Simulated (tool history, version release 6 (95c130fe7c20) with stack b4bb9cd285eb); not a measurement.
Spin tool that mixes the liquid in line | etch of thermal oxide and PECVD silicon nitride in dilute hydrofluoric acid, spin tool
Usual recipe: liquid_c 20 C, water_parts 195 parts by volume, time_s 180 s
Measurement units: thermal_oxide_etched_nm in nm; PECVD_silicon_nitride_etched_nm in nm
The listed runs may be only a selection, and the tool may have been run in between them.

run	hour	liquid_c	water_parts	time_s	wafers since the last listed run	hours since the thermometer was replaced	hours since the hydrofluoric acid flow meter was replaced	hours since the gauge calibration	read-back film thickness of the thermal oxide reference wafer, read on the same gauge (nm)	read-back film thickness of the PECVD silicon nitride reference wafer, read on the same gauge (nm)	thermal_oxide_etched_nm	PECVD_silicon_nitride_etched_nm
1	0	20	195	180	0	1249.2	1491.5	245.1	80.015	150.001	2.799	2.061
2	12.6	22.5	195	180	62	1261.8	1504.1	257.7	79.969	149.986	2.988	2.41
3	21.3	22.5	195	180	43	1270.5	1512.8	266.4	80.021	150.001	3.022	2.39
4	29.8	22.5	195	180	42	1279	1521.3	274.9	80.009	150.005	2.994	2.402
5	38.6	20	195	180	43	1287.8	1530.1	283.7	80.004	150	2.712	2.042
6	54	20	195	180	76	1303.2	1545.5	299.1	80.035	149.98	2.762	2.026
7	60.4	20	195	180	31	1309.6	1551.9	305.5	79.996	150.001	2.749	2.037
8	66.8	20	195	180	31	1316	1558.3	311.9	80.065	149.994	2.725	2.008
9	74.3	20	195	145	37	1323.5	1565.8	319.4	79.984	149.996	2.191	1.619
10	103	20	195	180	142	1352.2	1594.5	348.1	79.965	149.979	2.757	2.003
11	120.3	22	285	145	86	1369.5	1611.8	365.4	79.986	150.02	1.474	1.264
12	127.8	17.5	195	245	37	1377	1619.3	372.9	79.987	150.018	3.35	2.311
13	138.8	17	110	115	54	1388	1630.3	383.9	80.007	150.01	3.033	1.853
14	146.4	22	290	180	37	1395.6	1637.9	391.5	80.048	149.994	1.773	1.543
# hour 159.2: gauge calibrated
15	161	20	195	180	72	1410.2	1652.5	1.8	79.987	149.973	2.708	2.078
# hour 175.5: thermometer replaced
16	177.1	22	290	180	75	1.6	1668.6	17.9	80.03	149.99	1.752	1.519
17	188.1	18.5	195	180	54	12.6	1679.6	28.9	80.04	150.005	2.509	1.794
18	198.1	17	195	135	49	22.6	1689.6	38.9	79.985	149.995	1.769	1.225
19	205.9	17	105	120	38	30.4	1697.4	46.7	80.038	149.997	3.269	1.974
# hour 209.7: hydrofluoric acid flow meter replaced
20	218.3	20	195	180	56	42.8	8.6	59.1	80.033	150.008	3.159	2.292
21	228.3	17	225	125	49	52.8	18.6	69.1	80.027	149.992	1.636	1.144
22	237	20	260	240	43	61.5	27.3	77.8	80.012	150.005	2.975	2.336
23	252.6	20	140	235	77	77.1	42.9	93.4	79.999	150.01	6.172	4.015
24	262.8	23.5	195	250	50	87.3	53.1	103.6	79.992	149.995	4.992	4.051
25	276	21.5	220	180	65	100.5	66.3	116.8	79.959	149.977	2.893	2.229
26	293.6	20	195	180	87	118.1	83.9	134.4	80.06	150.01	3.14	2.294

Branching from run 26: 4 alternative next runs. What would each branch give?
A	294.1	20	195	285	2	118.6	84.4	134.9	?	?	?	?
B	294.1	20	195	270	2	118.6	84.4	134.9	?	?	?	?
C	294.1	20	255	180	2	118.6	84.4	134.9	?	?	?	?
D	294.1	23	140	285	2	118.6	84.4	134.9	?	?	?	?

run	read-back film thickness of the thermal oxide reference wafer, read on the same gauge (nm)	read-back film thickness of the PECVD silicon nitride reference wafer, read on the same gauge (nm)	thermal_oxide_etched_nm	PECVD_silicon_nitride_etched_nm
A	79.981	150.003	4.989	3.574
B	79.981	150.003	4.726	3.386
C	79.981	150.003	2.274	1.74
D	79.981	150.003	8.276	6.017
The same runs, with their run-to-run variation unchanged, on a tool lacking any hidden condition would have given:
run	thermal_oxide_etched_nm	PECVD_silicon_nitride_etched_nm
A	5.059	3.615
B	4.793	3.425
C	2.307	1.76
D	8.389	6.087
